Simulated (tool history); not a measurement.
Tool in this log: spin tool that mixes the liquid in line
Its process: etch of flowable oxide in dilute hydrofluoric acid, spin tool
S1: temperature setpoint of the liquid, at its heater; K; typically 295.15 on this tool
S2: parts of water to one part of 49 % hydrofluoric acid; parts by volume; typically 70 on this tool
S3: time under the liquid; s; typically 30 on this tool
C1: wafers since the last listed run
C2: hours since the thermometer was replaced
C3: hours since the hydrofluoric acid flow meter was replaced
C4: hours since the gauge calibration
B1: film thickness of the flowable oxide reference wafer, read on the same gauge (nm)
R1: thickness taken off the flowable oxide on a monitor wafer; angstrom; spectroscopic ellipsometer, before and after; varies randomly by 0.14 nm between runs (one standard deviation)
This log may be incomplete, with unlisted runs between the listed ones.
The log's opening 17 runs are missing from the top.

run	hour	S1	S2	S3	C1	C2	C3	C4	B1	R1
18	975.4	295.15	70	30	792	205	699.5	976.5	110.03	152.4
19	1045.7	295.15	35	45	886	275.3	769.8	1046.8	110.04	482
20	1086.2	295.15	70	30	510	315.8	810.3	1087.3	109.97	153.2
21	1131.2	299.15	80	25	567	360.8	855.3	1132.3	110.03	130.1
# hour 1153.3: gauge calibrated
22	1200.6	295.15	90	30	875	430.2	924.7	47.3	110.02	116.5
23	1246.6	293.15	45	15	580	476.2	970.7	93.3	109.98	116.5
24	1318	295.15	70	15	900	547.6	1042.1	164.7	110.02	78.7
25	1384.4	295.15	50	30	837	614	1108.5	231.1	110.01	228
26	1456.3	293.65	80	15	906	685.9	1180.4	303	109.99	65
# hour 1466.9: thermometer replaced
27	1497.8	295.15	70	30	510	30.9	1221.9	344.5	109.96	152.3
28	1557.9	295.15	70	50	758	91	1282	404.6	109.99	246.5
29	1610.3	296.65	80	40	660	143.4	1334.4	457	110.04	183.1
30	1638	295.15	70	30	349	171.1	1362.1	484.7	109.99	153.8
31	1664.3	295.15	70	50	331	197.4	1388.4	511	110.01	250.8
32	1689	295.15	55	30	311	222.1	1413.1	535.7	109.99	197.7

Predict each of these 5 candidate next runs independently; none follows another, all start after run 32:
A	1689.4	295.15	70	30	5	222.5	1413.5	536.1	?	?
B	1689.4	291.15	90	40	5	222.5	1413.5	536.1	?	?
C	1689.4	295.15	80	40	5	222.5	1413.5	536.1	?	?
D	1689.4	292.15	90	15	5	222.5	1413.5	536.1	?	?
E	1689.4	290.65	50	40	5	222.5	1413.5	536.1	?	?

run	B1	R1
A	109.95	154.3
B	109.95	132.5
C	109.95	177.8
D	109.95	51.8
E	109.95	244.2
Take away the tool's hidden state, keep each run's random variation, and the runs would have read:
run	R1
A	149.2
B	128
C	171.9
D	50
E	235.7
